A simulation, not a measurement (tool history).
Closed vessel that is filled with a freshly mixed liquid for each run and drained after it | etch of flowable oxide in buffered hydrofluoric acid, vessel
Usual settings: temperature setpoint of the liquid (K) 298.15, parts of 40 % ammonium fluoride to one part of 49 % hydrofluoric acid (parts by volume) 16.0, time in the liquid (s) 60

run,hour,temperature setpoint of the liquid (K),parts of 40 % ammonium fluoride to one part of 49 % hydrofluoric acid (parts by volume),time in the liquid (s),"read-back film thickness of the flowable oxide reference wafer, read on the same gauge (nm)",thickness taken off the flowable oxide on a monitor wafer (Å)
1,0.0,298.15,11.0,60,40.06,1537.0
2,15.2,298.15,11.0,60,39.99,1546.4
3,28.5,298.15,16.0,60,39.98,1069.0
4,43.7,298.15,16.0,60,39.95,1076.3
5,52.1,298.15,16.0,60,40.06,1074.0
6,67.2,298.15,16.0,60,39.95,1074.8
7,79.3,298.15,16.0,35,39.96,625.6
8,90.3,298.15,16.0,60,39.98,1079.3
9,101.5,301.65,20.5,95,40.01,1605.7
10,118.9,298.15,16.0,60,40.00,1084.5
11,129.4,293.15,11.0,60,39.98,1173.6
12,135.7,298.15,16.0,60,39.97,1081.9
# hour 142.7: gauge calibrated
# hour 146.2: thermometer replaced
13,152.1,298.15,16.0,60,40.02,1078.0
14,158.9,298.15,16.0,30,39.97,538.8
15,171.3,298.15,14.0,60,40.01,1234.4
16,186.1,293.15,11.5,45,39.95,858.8
17,199.3,298.15,21.0,80,39.99,1104.2
18,213.7,300.15,16.0,60,40.01,1208.6
19,236.3,293.65,16.0,60,39.98,842.4
20,246.2,298.15,19.5,60,40.01,901.2
21,255.1,298.15,13.5,60,40.02,1285.1
# hour 263.1: hydrofluoric acid flow meter replaced
22,296.3,302.65,16.0,60,39.99,1271.3
23,303.9,298.15,12.5,40,40.01,843.0
24,312.9,298.15,16.0,90,39.99,1494.8
25,321.2,298.15,16.0,60,40.00,999.4
26,369.1,302.65,13.5,95,39.98,2391.5
27,386.3,295.15,16.0,75,39.95,1063.6
28,403.2,294.15,16.0,70,40.02,935.1
29,409.7,298.15,16.0,85,40.02,1429.8
30,424.5,302.65,22.0,50,39.97,803.7
31,434.3,294.15,16.0,60,40.02,808.6
32,442.3,298.15,16.0,60,40.01,1003.4

What the log doesn't show, run by run:
liquid colder than its thermometer reads (K): 0 in every run
gauge reads high (%): 0 in every run
H1: hydrofluoric acid flow above the setpoint (%)
run,H1
1,8.83
2,8.94
3,9.03
4,9.14
5,9.2
6,9.31
7,9.4
8,9.48
9,9.56
10,9.69
11,9.76
12,9.81
13,9.93
14,9.97
15,10.1
16,10.2
17,10.3
18,10.4
19,10.5
20,10.6
21,10.7
22,1.22
23,1.27
24,1.34
25,1.4
26,1.74
27,1.87
28,1.99
29,2.04
30,2.15
31,2.22
32,2.27
